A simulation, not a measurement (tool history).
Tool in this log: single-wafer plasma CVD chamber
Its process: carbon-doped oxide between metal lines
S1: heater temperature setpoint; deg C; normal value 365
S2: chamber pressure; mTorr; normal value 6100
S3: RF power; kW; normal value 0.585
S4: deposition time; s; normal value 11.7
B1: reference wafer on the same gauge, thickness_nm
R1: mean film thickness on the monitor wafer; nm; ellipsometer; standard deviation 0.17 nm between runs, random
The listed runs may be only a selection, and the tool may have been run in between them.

run   hour   S1    S2     S3    S4      B1      R1
  1    0.0  365  6100  0.585  11.7  69.613  67.295
  2   27.1  365  6100  0.585  11.7  69.590  66.659
  3   90.8  365  7310  0.585  11.7  69.576  68.175
  4  132.4  365  6100  0.585  11.7  69.558  66.473
     161.1  -- gauge calibrated
  5  175.0  365  6100  0.585  11.7  69.633  66.882
  6  244.2  365  6100  0.585  11.7  69.567  66.733
     260.4  -- thermocouple changed; heater temperature recalibrated
  7  299.2  365  6100  0.585  11.7  69.605  66.884
     334.0  -- capacitance manometer re-zeroed and calibrated
  8  334.5  365  6100  0.585  11.7  69.560  67.184
  9  367.3  365  6100  0.585  11.7  69.603  66.889
 10  415.1  380  5510  0.530  10.0  69.576  52.352
 11  447.5  374  7020  0.545  11.7  69.648  64.405
 12  504.8  365  6570  0.585  12.3  69.611  70.590
 13  563.7  365  5370  0.585  11.7  69.586  65.472
     576.7  -- gauge calibrated
     594.4  -- RF generator calibrated
     637.2  -- showerhead replaced
 14  637.7  365  6100  0.585  11.7  69.694  66.762
 15  675.0  365  6100  0.585  13.6  69.525  77.347
 16  712.7  357  7180  0.670  10.5  69.537  66.174
 17  748.9  365  6100  0.585  11.7  69.580  66.425
 18  806.5  365  6100  0.585  11.7  69.601  67.160

Here are 3 independent what-if runs from the current tool condition. What would each one return?
  A  806.9  365  6100  0.585  13.1   ?   ?
  B  806.9  376  6100  0.585  11.7   ?   ?
  C  806.9  370  7150  0.655  10.7   ?   ?

run      B1      R1
  A  69.571  74.714
  B  69.571  65.376
  C  69.571  64.858
Had the tool no hidden state, the same runs would have come out as:
run      R1
  A  74.714
  B  65.376
  C  64.858
